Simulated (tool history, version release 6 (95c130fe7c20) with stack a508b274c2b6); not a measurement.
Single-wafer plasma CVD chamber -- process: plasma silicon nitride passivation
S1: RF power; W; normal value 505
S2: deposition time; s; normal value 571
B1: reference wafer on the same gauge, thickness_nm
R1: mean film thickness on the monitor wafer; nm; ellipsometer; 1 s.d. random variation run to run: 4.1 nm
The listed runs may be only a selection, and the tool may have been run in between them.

run,hour,S1,S2,B1,R1
1,0.0,480,571,749.244,775.343
2,68.6,480,571,748.714,767.168
# hour 77.0: RF generator calibrated
3,121.6,480,571,749.201,780.951
4,226.3,505,571,748.740,796.118
5,375.2,505,571,748.415,800.279
6,424.5,505,571,749.287,791.656
7,487.2,570,571,748.968,827.538
8,575.4,570,571,749.939,814.287
9,623.8,550,571,748.527,810.688
10,670.3,550,571,748.920,808.024
11,759.6,550,571,749.210,811.949
12,820.0,505,649,749.682,901.618
13,883.7,505,644,749.028,892.540
14,968.1,505,644,748.040,892.898
15,1211.6,505,571,748.612,783.361
16,1258.9,440,462,749.922,611.165
# hour 1280.5: gauge calibrated
17,1303.9,505,678,749.044,941.238
# hour 1376.6: showerhead replaced
18,1398.2,505,571,748.931,788.295
19,1469.9,560,510,748.326,725.538
20,1515.7,505,487,748.933,665.460
# hour 1551.8: RF generator calibrated
21,1599.7,595,653,748.964,928.263
22,1698.5,445,609,749.238,802.182
23,1772.5,505,571,749.473,773.168
24,1875.0,420,540,748.770,695.950
# hour 1905.4: RF generator calibrated, repeated, since the last time left the tool worse
25,1915.1,565,668,749.111,970.837
26,1995.5,585,571,749.284,831.332
27,2058.4,565,571,749.691,833.090
28,2116.5,420,476,748.470,630.720
29,2188.6,505,571,750.002,786.674
30,2234.0,505,504,748.869,701.157
31,2297.5,560,510,749.706,728.885

Each row is a separate what-if for the run after 31, all from the same tool condition, not one after another. Results?
A,2298.1,505,607,?,?
B,2298.1,470,639,?,?
C,2298.1,470,571,?,?

run,B1,R1
A,749.387,844.243
B,749.387,869.100
C,749.387,776.613
With no hidden state in the tool, these same runs would have given:
run,R1
A,852.802
B,877.911
C,784.487

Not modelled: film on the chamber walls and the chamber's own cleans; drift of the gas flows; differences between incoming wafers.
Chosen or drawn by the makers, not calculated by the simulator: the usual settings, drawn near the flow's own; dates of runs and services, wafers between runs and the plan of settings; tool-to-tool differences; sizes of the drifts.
